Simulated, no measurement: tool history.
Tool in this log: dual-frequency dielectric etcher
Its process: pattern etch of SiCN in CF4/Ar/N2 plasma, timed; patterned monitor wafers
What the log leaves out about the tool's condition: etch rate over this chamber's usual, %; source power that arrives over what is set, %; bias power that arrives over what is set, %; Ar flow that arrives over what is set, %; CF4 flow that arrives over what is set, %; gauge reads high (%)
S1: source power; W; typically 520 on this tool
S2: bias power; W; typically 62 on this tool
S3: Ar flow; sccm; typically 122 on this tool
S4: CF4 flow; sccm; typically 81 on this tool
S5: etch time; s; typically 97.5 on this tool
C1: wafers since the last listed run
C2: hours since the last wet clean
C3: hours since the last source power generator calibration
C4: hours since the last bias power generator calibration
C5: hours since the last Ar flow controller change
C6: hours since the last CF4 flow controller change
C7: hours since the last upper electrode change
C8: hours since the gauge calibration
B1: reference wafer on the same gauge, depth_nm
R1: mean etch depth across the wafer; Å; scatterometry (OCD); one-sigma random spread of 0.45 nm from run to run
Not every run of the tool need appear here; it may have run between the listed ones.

Run 1, hour 0: usual settings; C1 0; C2 370.2; C3 3170.7; C4 2203.9; C5 40.5; C6 3175.1; C7 2442.5; C8 311.3; B1 108.8. Result: R1 1013 Å.
At hour 4.8: bias power generator calibrated.
Run 2, hour 13.6: usual settings; C1 78; C2 383.8; C3 3184.3; C4 8.8; C5 54.1; C6 3188.7; C7 2456.1; C8 324.9; B1 108.6. Result: R1 1025 Å.
Run 3, hour 21: usual settings; C1 60; C2 391.2; C3 3191.7; C4 16.2; C5 61.5; C6 3196.1; C7 2463.5; C8 332.3; B1 108.9. Result: R1 1022 Å.
At hour 31.2: CF4 flow controller replaced.
Run 4, hour 38.2: usual settings; C1 92; C2 408.4; C3 3208.9; C4 33.4; C5 78.7; C6 7; C7 2480.7; C8 349.5; B1 108.8. Result: R1 1023 Å.
Run 5, hour 51.1: usual settings but S2 55 W; C1 106; C2 421.3; C3 3221.8; C4 46.3; C5 91.6; C6 19.9; C7 2493.6; C8 362.4; B1 108.7. Result: R1 981 Å.
Run 6, hour 63.2: usual settings; C1 99; C2 433.4; C3 3233.9; C4 58.4; C5 103.7; C6 32; C7 2505.7; C8 374.5; B1 108.4. Result: R1 1028 Å.
Run 7, hour 71.8: usual settings but S4 63 sccm; C1 70; C2 442; C3 3242.5; C4 67; C5 112.3; C6 40.6; C7 2514.3; C8 383.1; B1 108.7. Result: R1 975 Å.
At hour 85: source power generator calibrated.
Run 8, hour 85.5: usual settings but S2 57 W; C1 79; C2 455.7; C3 0.5; C4 80.7; C5 126; C6 54.3; C7 2528; C8 396.8; B1 108.8. Result: R1 1000 Å.
Run 9, hour 100.9: usual settings but S4 100 sccm; C1 126; C2 471.1; C3 15.9; C4 96.1; C5 141.4; C6 69.7; C7 2543.4; C8 412.2; B1 108.9. Result: R1 1070 Å.
At hour 129.1: gauge calibrated.
At hour 132.8: wet clean of the chamber.
At hour 138.4: upper electrode replaced.
Run 10, hour 138.9: usual settings but S2 56 W, S4 75 sccm; C1 69; C2 6.1; C3 53.9; C4 134.1; C5 179.4; C6 107.7; C7 0.5; C8 9.8; B1 109. Result: R1 933 Å.
Run 11, hour 139.2: usual settings but S1 630 W, S2 66 W, S3 108 sccm, S5 124 s; C1 2; C2 6.4; C3 54.2; C4 134.4; C5 179.7; C6 108; C7 0.8; C8 10.1; B1 108.9. Result: R1 1473 Å.
Run 12, hour 139.5: usual settings but S1 400 W, S3 143 sccm, S4 89 sccm, S5 113 s; C1 2; C2 6.7; C3 54.5; C4 134.7; C5 180; C6 108.3; C7 1.1; C8 10.4; B1 108.6. Result: R1 930 Å.
Run 13, hour 154.4: usual settings but S2 58 W, S3 147 sccm, S5 124.5 s; C1 122; C2 21.6; C3 69.4; C4 149.6; C5 194.9; C6 123.2; C7 16; C8 25.3; B1 108.9. Result: R1 1189 Å.
Run 14, hour 165.5: usual settings but S1 560 W; C1 91; C2 32.7; C3 80.5; C4 160.7; C5 206; C6 134.3; C7 27.1; C8 36.4; B1 108.6. Result: R1 1029 Å.
Run 15, hour 182.6: usual settings but S3 97 sccm, S4 99 sccm; C1 140; C2 49.8; C3 97.6; C4 177.8; C5 223.1; C6 151.4; C7 44.2; C8 53.5; B1 109. Result: R1 1038 Å.
Run 16, hour 198.2: usual settings but S2 57 W, S4 69 sccm; C1 128; C2 65.4; C3 113.2; C4 193.4; C5 238.7; C6 167; C7 59.8; C8 69.1; B1 108.9. Result: R1 925 Å.
Run 17, hour 205.6: usual settings but S1 450 W, S2 71 W, S4 73 sccm, S5 69 s; C1 60; C2 72.8; C3 120.6; C4 200.8; C5 246.1; C6 174.4; C7 67.2; C8 76.5; B1 108.8. Result: R1 643 Å.
Run 18, hour 213.3: usual settings but S1 420 W, S4 99 sccm; C1 63; C2 80.5; C3 128.3; C4 208.5; C5 253.8; C6 182.1; C7 74.9; C8 84.2; B1 108.9. Result: R1 880 Å.
Run 19, hour 225.7: usual settings; C1 101; C2 92.9; C3 140.7; C4 220.9; C5 266.2; C6 194.5; C7 87.3; C8 96.6; B1 108.7. Result: R1 982 Å.
Run 20, hour 241.6: usual settings but S2 54 W; C1 130; C2 108.8; C3 156.6; C4 236.8; C5 282.1; C6 210.4; C7 103.2; C8 112.5; B1 108.7. Result: R1 941 Å.

5 options for the next run, each taken on its own from the tool as it stands now. Forecast them:
Run A, hour 242: usual settings but S1 450 W; C1 3; C2 109.2; C3 157; C4 237.2; C5 282.5; C6 210.8; C7 103.6; C8 112.9; B1 ?. Result: R1 ?.
Run B, hour 242: usual settings but S1 430 W; C1 3; C2 109.2; C3 157; C4 237.2; C5 282.5; C6 210.8; C7 103.6; C8 112.9; B1 ?. Result: R1 ?.
Run C, hour 242: usual settings but S2 48 W; C1 3; C2 109.2; C3 157; C4 237.2; C5 282.5; C6 210.8; C7 103.6; C8 112.9; B1 ?. Result: R1 ?.
Run D, hour 242: usual settings but S5 116.5 s; C1 3; C2 109.2; C3 157; C4 237.2; C5 282.5; C6 210.8; C7 103.6; C8 112.9; B1 ?. Result: R1 ?.
Run E, hour 242: usual settings but S2 72 W, S3 151 sccm, S4 64 sccm, S5 114.5 s; C1 3; C2 109.2; C3 157; C4 237.2; C5 282.5; C6 210.8; C7 103.6; C8 112.9; B1 ?. Result: R1 ?.

run     B1    R1
  A  108.9   888
  B  108.9   861
  C  108.9   913
  D  108.9  1174
  E  108.9  1123
With the hidden condition removed and each run's random variation left untouched, the same runs would have given:
run    R1
  A   884
  B   857
  C   910
  D  1169
  E  1118
